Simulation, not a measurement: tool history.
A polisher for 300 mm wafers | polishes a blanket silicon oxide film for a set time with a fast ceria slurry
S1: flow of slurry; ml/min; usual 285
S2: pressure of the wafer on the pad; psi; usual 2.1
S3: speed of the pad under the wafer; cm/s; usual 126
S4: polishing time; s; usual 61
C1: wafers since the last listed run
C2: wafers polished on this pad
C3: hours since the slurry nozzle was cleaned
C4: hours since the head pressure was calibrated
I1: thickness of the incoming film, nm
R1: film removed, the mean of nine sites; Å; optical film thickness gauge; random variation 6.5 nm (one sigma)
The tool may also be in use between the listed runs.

run 1 hour=0 | S1=245 S2=2.1 S3=126 S4=61 | C1=0 C2=1534 C3=216.2 C4=498 | I1=2668.3 | R1=7642
run 2 hour=12.5 | S1=285 S2=2.1 S3=126 S4=61 | C1=123 C2=1658 C3=228.7 C4=510.5 | I1=2661.2 | R1=7867
run 3 hour=25.4 | S1=285 S2=2.1 S3=136 S4=70 | C1=127 C2=1785 C3=241.6 C4=523.4 | I1=2628.8 | R1=9759
run 4 hour=41.3 | S1=285 S2=2.1 S3=136 S4=70 | C1=157 C2=1942 C3=257.5 C4=539.3 | I1=2682.4 | R1=9557
run 5 hour=63.3 | S1=285 S2=2.1 S3=136 S4=70 | C1=217 C2=2160 C3=279.5 C4=561.3 | I1=2672 | R1=9704
-- hour=74 worn pad replaced by a new one
run 6 hour=86.9 | S1=285 S2=2.1 S3=126 S4=61 | C1=193 C2=127 C3=303.1 C4=584.9 | I1=2662.7 | R1=8106
run 7 hour=117.8 | S1=285 S2=2.1 S3=126 S4=61 | C1=305 C2=432 C3=334 C4=615.8 | I1=2602.6 | R1=7971
run 8 hour=170.2 | S1=285 S2=2.1 S3=126 S4=61 | C1=517 C2=950 C3=386.4 C4=668.2 | I1=2651.2 | R1=7877
run 9 hour=191.5 | S1=285 S2=2.1 S3=126 S4=61 | C1=210 C2=1160 C3=407.7 C4=689.5 | I1=2655.4 | R1=7789
run 10 hour=218.8 | S1=285 S2=2.1 S3=126 S4=74 | C1=269 C2=1430 C3=435 C4=716.8 | I1=2642.8 | R1=9393
run 11 hour=244.4 | S1=285 S2=2.1 S3=126 S4=74 | C1=252 C2=1683 C3=460.6 C4=742.4 | I1=2620.7 | R1=9369
run 12 hour=268 | S1=285 S2=2.1 S3=126 S4=74 | C1=233 C2=1916 C3=484.2 C4=766 | I1=2651.5 | R1=9489
-- hour=275.5 worn pad replaced by a new one
run 13 hour=301.3 | S1=285 S2=2.6 S3=126 S4=61 | C1=289 C2=255 C3=517.5 C4=799.3 | I1=2681.5 | R1=9919
run 14 hour=331.5 | S1=285 S2=2.3 S3=126 S4=61 | C1=298 C2=553 C3=547.7 C4=829.5 | I1=2655.1 | R1=8731
run 15 hour=364.8 | S1=230 S2=2.5 S3=126 S4=61 | C1=328 C2=882 C3=581 C4=862.8 | I1=2662.4 | R1=9241
run 16 hour=388.5 | S1=230 S2=2.5 S3=126 S4=61 | C1=234 C2=1116 C3=604.7 C4=886.5 | I1=2645 | R1=9060
run 17 hour=417.3 | S1=285 S2=2.1 S3=146 S4=77 | C1=284 C2=1400 C3=633.5 C4=915.3 | I1=2632.2 | R1=11581
run 18 hour=430.4 | S1=285 S2=2.1 S3=136 S4=70 | C1=129 C2=1530 C3=646.6 C4=928.4 | I1=2590.4 | R1=9712
run 19 hour=506 | S1=255 S2=2.6 S3=160 S4=72 | C1=746 C2=2276 C3=722.2 C4=1004 | I1=2586.5 | R1=14301
-- hour=511.7 worn pad replaced by a new one
run 20 hour=539.7 | S1=200 S2=2.1 S3=84 S4=61 | C1=293 C2=276 C3=755.9 C4=1037.7 | I1=2644.5 | R1=5064
-- hour=543.5 slurry nozzle cleaned
run 21 hour=567.9 | S1=285 S2=2.1 S3=126 S4=61 | C1=268 C2=545 C3=24.4 C4=1065.9 | I1=2617.6 | R1=7915
run 22 hour=603.2 | S1=285 S2=2.1 S3=126 S4=76 | C1=348 C2=894 C3=59.7 C4=1101.2 | I1=2656.8 | R1=9896
run 23 hour=618.4 | S1=195 S2=1.5 S3=126 S4=61 | C1=150 C2=1044 C3=74.9 C4=1116.4 | I1=2574.1 | R1=5305
run 24 hour=640.9 | S1=285 S2=1.5 S3=86 S4=46 | C1=222 C2=1266 C3=97.4 C4=1138.9 | I1=2654.8 | R1=2853
run 25 hour=661.6 | S1=285 S2=2.1 S3=126 S4=68 | C1=204 C2=1470 C3=118.1 C4=1159.6 | I1=2618.5 | R1=8750
run 26 hour=676.7 | S1=225 S2=2.1 S3=126 S4=71 | C1=149 C2=1619 C3=133.2 C4=1174.7 | I1=2646.3 | R1=8849
-- hour=700 head pressure recalibrated
-- hour=730.5 worn pad replaced by a new one
run 27 hour=743.4 | S1=285 S2=2.1 S3=110 S4=61 | C1=599 C2=127 C3=199.9 C4=43.4 | I1=2607.7 | R1=7004
run 28 hour=779.3 | S1=340 S2=1.5 S3=114 S4=61 | C1=354 C2=481 C3=235.8 C4=79.3 | I1=2606.6 | R1=5278
run 29 hour=814.4 | S1=285 S2=2.1 S3=84 S4=61 | C1=346 C2=828 C3=270.9 C4=114.4 | I1=2578.9 | R1=5175
run 30 hour=834.8 | S1=200 S2=2.1 S3=126 S4=61 | C1=201 C2=1029 C3=291.3 C4=134.8 | I1=2657.4 | R1=7588
run 31 hour=870.6 | S1=285 S2=2.1 S3=126 S4=75 | C1=353 C2=1383 C3=327.1 C4=170.6 | I1=2658.2 | R1=9619
run 32 hour=901.3 | S1=285 S2=2.1 S3=126 S4=74 | C1=303 C2=1686 C3=357.8 C4=201.3 | I1=2623.7 | R1=9481
run 33 hour=914.1 | S1=285 S2=1.7 S3=126 S4=61 | C1=126 C2=1812 C3=370.6 C4=214.1 | I1=2653.4 | R1=6322
run 34 hour=938.5 | S1=285 S2=2.3 S3=126 S4=68 | C1=240 C2=2053 C3=395 C4=238.5 | I1=2608.2 | R1=9576
-- hour=943.9 worn pad replaced by a new one
run 35 hour=963.1 | S1=285 S2=2.1 S3=126 S4=61 | C1=203 C2=189 C3=419.6 C4=263.1 | I1=2626.6 | R1=7950
run 36 hour=998.2 | S1=330 S2=2.5 S3=112 S4=61 | C1=346 C2=535 C3=454.7 C4=298.2 | I1=2582.2 | R1=8450
run 37 hour=1024.5 | S1=285 S2=1.7 S3=126 S4=70 | C1=259 C2=795 C3=481 C4=324.5 | I1=2634.6 | R1=7185

Forecast each of these 4 alternatives for the next run:
run A hour=1024.9 | S1=285 S2=2.1 S3=96 S4=61 | C1=3 C2=799 C3=481.4 C4=324.9 | I1=2618.8 | R1=?
run B hour=1024.9 | S1=285 S2=2.1 S3=162 S4=61 | C1=3 C2=799 C3=481.4 C4=324.9 | I1=2618.8 | R1=?
run C hour=1024.9 | S1=285 S2=2.5 S3=168 S4=61 | C1=3 C2=799 C3=481.4 C4=324.9 | I1=2618.8 | R1=?
run D hour=1024.9 | S1=285 S2=2.1 S3=168 S4=61 | C1=3 C2=799 C3=481.4 C4=324.9 | I1=2618.8 | R1=?

run=A R1=6015
run=B R1=10150
run=C R1=12531
run=D R1=10526
Without the tool's hidden state the same runs would have given:
run=A R1=6210
run=B R1=10480
run=C R1=12938
run=D R1=10868

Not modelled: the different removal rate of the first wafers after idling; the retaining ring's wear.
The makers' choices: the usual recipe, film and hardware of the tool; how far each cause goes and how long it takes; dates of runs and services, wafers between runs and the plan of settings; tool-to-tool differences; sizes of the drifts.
